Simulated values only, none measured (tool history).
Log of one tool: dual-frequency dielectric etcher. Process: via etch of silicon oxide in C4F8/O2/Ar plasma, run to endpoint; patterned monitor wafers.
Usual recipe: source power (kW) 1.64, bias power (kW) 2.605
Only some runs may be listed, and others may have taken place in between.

| run | hour | source power (kW) | bias power (kW) | incoming incoming film thickness, nm | endpoint time (s) |
|---|---|---|---|---|---|
| 1 | 0 | 1.64 | 2.605 | 1704.6 | 342.6 |
| 2 | 6 | 1.64 | 2.605 | 1697.9 | 337.7 |
| 3 | 19.3 | 1.64 | 2.605 | 1705.2 | 341.5 |
| 4 | 32.6 | 1.8 | 2.395 | 1712.9 | 343.8 |
| 5 | 46.8 | 1.64 | 2.605 | 1699 | 338.7 |
| 6 | 59.3 | 1.4 | 2.605 | 1708.7 | 359.2 |
| 7 | 73.5 | 1.88 | 2.605 | 1707.9 | 324 |
|  | 90 | source power generator calibrated |
| 8 | 90.5 | 1.88 | 2.605 | 1711.5 | 325 |
| 9 | 99.7 | 1.53 | 2.804 | 1701.6 | 333.5 |
|  | 115.6 | bias power generator calibrated |
|  | 133.3 | wet clean of the chamber |
|  | 135.5 | upper electrode replaced |
| 10 | 136 | 1.36 | 3.006 | 1694.4 | 349.7 |
| 11 | 136.4 | 1.35 | 2.122 | 1708.4 | 417.6 |
| 12 | 138.7 | 1.87 | 2.886 | 1698.9 | 321.8 |
| 13 | 147.1 | 1.37 | 2.308 | 1719.1 | 401 |
| 14 | 154 | 1.64 | 2.605 | 1717.3 | 354.3 |
| 15 | 160.6 | 1.75 | 2.605 | 1718.1 | 347.8 |
| 16 | 170.4 | 1.64 | 2.605 | 1700 | 351.1 |
| 17 | 177.6 | 1.4 | 2.834 | 1699.8 | 356.3 |

A few steps of endpoint time (s) between consecutive runs. Split each: what settings, incoming material and random variation would produce without the hidden state, and what is left over for the hidden state, along with gauge scatter present in only one of the two compared results (measured, and without hidden state):
Unlogged tool condition in this case: etch rate over this chamber's usual, %; source power that arrives over what is set, %; bias power that arrives over what is set, %.
Run 9 -> 10: source power (kW) 1.53 -> 1.36, bias power (kW) 2.804 -> 3.006, bias power generator calibrated, wet clean of the chamber, upper electrode replaced. endpoint time (s) +16.2: hidden state +14.9, all else +1.3.
Run 11 -> 12: source power (kW) 1.35 -> 1.87, bias power (kW) 2.122 -> 2.886. endpoint time (s) -95.8: hidden state -0.1, all else -95.7.
